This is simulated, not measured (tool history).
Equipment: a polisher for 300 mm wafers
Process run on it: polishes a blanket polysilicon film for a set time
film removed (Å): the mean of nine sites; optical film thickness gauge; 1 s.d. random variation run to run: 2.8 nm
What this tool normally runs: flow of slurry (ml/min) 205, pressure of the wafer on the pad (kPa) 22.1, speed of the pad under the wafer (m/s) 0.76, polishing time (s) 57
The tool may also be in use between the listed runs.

run,hour,flow of slurry (ml/min),pressure of the wafer on the pad (kPa),speed of the pad under the wafer (m/s),polishing time (s),wafers since the last listed run,wafers polished on this pad,hours since the slurry nozzle was cleaned,hours since the head pressure was calibrated,"incoming thickness of the incoming film, nm",film removed (Å)
1,0,205,22.1,0.6,57,0,1343,460.6,569.2,1166.3,2988
# hour 22: worn pad replaced by a new one
2,29.6,205,22.1,0.6,57,320,94,490.2,598.8,1166,2909
3,61.1,170,22.1,0.76,45,393,488,521.7,630.3,1159.4,2841
4,88,205,22.1,0.76,51,336,824,548.6,657.2,1156.9,3317
5,115.9,205,22.1,0.76,51,348,1173,576.5,685.1,1174.9,3312
# hour 132.8: worn pad replaced by a new one
6,144.2,205,22.1,0.76,44,303,142,604.8,713.4,1174.6,2836
7,185.7,205,22.1,0.76,44,518,660,646.3,754.9,1161.3,2836
8,215.7,205,22.1,0.76,41,375,1035,676.3,784.9,1168.3,2633
9,229.6,205,22.1,0.76,41,173,1209,690.2,798.8,1162.6,2609
10,259.8,205,22.1,0.76,52,377,1587,720.4,829,1155.9,3304
# hour 271.8: worn pad replaced by a new one
11,280.3,205,22.1,0.76,52,206,106,740.9,849.5,1160.2,3374
# hour 294.2: slurry nozzle cleaned
12,294.7,205,22.1,0.76,52,167,273,0.5,863.9,1151.8,3463
13,307.4,205,22.1,0.76,57,158,432,13.2,876.6,1156.5,3769
14,320.7,265,22.1,0.76,57,166,598,26.5,889.9,1185.6,3897

Estimate the outcome of run 15 from the log above:
15,332.8,205,22.1,0.76,57,151,750,38.6,902,1170.8,?

{"run 15": {"film removed (Å)": 3816}}
Had the tool carried no hidden state, the very same run would have given film removed (Å) 3819.

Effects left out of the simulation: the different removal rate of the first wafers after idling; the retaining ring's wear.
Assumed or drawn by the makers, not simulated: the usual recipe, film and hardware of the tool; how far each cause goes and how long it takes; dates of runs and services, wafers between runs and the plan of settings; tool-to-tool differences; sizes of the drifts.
